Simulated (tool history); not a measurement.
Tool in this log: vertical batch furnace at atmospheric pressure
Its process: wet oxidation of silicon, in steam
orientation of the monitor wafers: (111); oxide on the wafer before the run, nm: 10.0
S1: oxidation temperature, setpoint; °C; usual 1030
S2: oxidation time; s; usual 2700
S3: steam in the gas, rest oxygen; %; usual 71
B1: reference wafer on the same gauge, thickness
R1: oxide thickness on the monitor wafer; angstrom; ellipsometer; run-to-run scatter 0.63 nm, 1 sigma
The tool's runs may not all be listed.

Run 1, hour 0.0: usual settings; B1 339.88. Result: R1 4052.9 angstrom.
Run 2, hour 9.3: usual settings; B1 340.09. Result: R1 4050.3 angstrom.
Run 3, hour 30.6: usual settings; B1 339.98. Result: R1 4045.5 angstrom.
Run 4, hour 47.3: usual settings but S3 79 %; B1 339.80. Result: R1 4321.4 angstrom.
Run 5, hour 63.8: usual settings but S2 3300 s; B1 339.70. Result: R1 4567.2 angstrom.
Run 6, hour 79.8: usual settings; B1 340.01. Result: R1 4048.6 angstrom.
Run 7, hour 88.4: usual settings; B1 340.06. Result: R1 4051.6 angstrom.
Run 8, hour 102.7: usual settings but S1 1038 °C, S2 2070 s; B1 340.11. Result: R1 3600.7 angstrom.
Run 9, hour 118.2: usual settings but S1 1038 °C, S2 2070 s; B1 339.90. Result: R1 3594.6 angstrom.
Run 10, hour 138.5: usual settings but S1 1038 °C, S2 2070 s; B1 339.97. Result: R1 3595.6 angstrom.
Run 11, hour 152.1: usual settings; B1 340.08. Result: R1 4059.3 angstrom.
Run 12, hour 159.5: usual settings but S1 1023 °C; B1 340.03. Result: R1 3892.9 angstrom.
Run 13, hour 170.4: usual settings but S3 65 %; B1 339.87. Result: R1 3835.7 angstrom.
Run 14, hour 213.0: usual settings but S3 65 %; B1 340.17. Result: R1 3979.1 angstrom.
Run 15, hour 218.2: usual settings but S3 65 %; B1 340.13. Result: R1 3979.7 angstrom.
Run 16, hour 226.9: usual settings but S1 1049 °C; B1 340.00. Result: R1 4597.9 angstrom.
Run 17, hour 243.1: usual settings; B1 340.09. Result: R1 4187.4 angstrom.
Run 18, hour 254.1: usual settings but S1 1041 °C, S2 1410 s; B1 340.12. Result: R1 2982.2 angstrom.
Run 19, hour 272.7: usual settings but S3 65 %; B1 340.22. Result: R1 3959.3 angstrom.
Run 20, hour 292.7: usual settings; B1 340.33. Result: R1 4181.9 angstrom.
Run 21, hour 310.5: usual settings but S1 1015 °C, S2 2100 s, S3 80 %; B1 339.97. Result: R1 3549.0 angstrom.
Run 22, hour 321.2: usual settings but S1 1007 °C, S3 61 %; B1 339.97. Result: R1 3329.8 angstrom.
Run 23, hour 329.9: usual settings; B1 339.80. Result: R1 4185.4 angstrom.
Run 24, hour 360.1: usual settings; B1 339.93. Result: R1 4168.7 angstrom.
Run 25, hour 365.3: usual settings but S3 59 %; B1 340.02. Result: R1 3736.5 angstrom.
Run 26, hour 370.5: usual settings but S2 1560 s, S3 61 %; B1 339.89. Result: R1 2702.1 angstrom.
Run 27, hour 383.6: usual settings but S1 1051 °C, S2 3780 s; B1 339.98. Result: R1 5626.6 angstrom.
Run 28, hour 400.7: usual settings but S1 1038 °C, S2 2130 s, S3 63 %; B1 340.28. Result: R1 3521.1 angstrom.
Run 29, hour 411.4: usual settings but S1 1013 °C, S2 3930 s, S3 63 %; B1 339.90. Result: R1 4451.9 angstrom.
Run 30, hour 432.7: usual settings but S1 1013 °C, S2 3720 s; B1 339.66. Result: R1 4643.0 angstrom.
Run 31, hour 476.1: usual settings but S1 1042 °C, S3 61 %; B1 340.07. Result: R1 4054.3 angstrom.

Taken out of this log: 4 entries between the listed runs. Where each belongs, and how the hidden state differs across it:
In the gap between runs 2 and 3: gauge calibrated (hour 22.7)
  steam share off its setpoint, % of the setpoint: -6.72 -> -6.78
  what was measured, less what the result would be without the hidden state, R1: -173.4 -> -174.8 angstrom
In the gap between runs 13 and 14: steam generator serviced (hour 212.5)
  steam share off its setpoint, % of the setpoint: -7.15 -> -1.49
  what was measured, less what the result would be without the hidden state, R1: -176.6 -> -36.5 angstrom
In the gap between runs 23 and 24: gauge calibrated (hour 352.3); thermocouples replaced and temperature profile calibrated (hour 359.6)
  steam share off its setpoint, % of the setpoint: -1.81 -> -1.89
  what was measured, less what the result would be without the hidden state, R1: -46.1 -> -48.0 angstrom
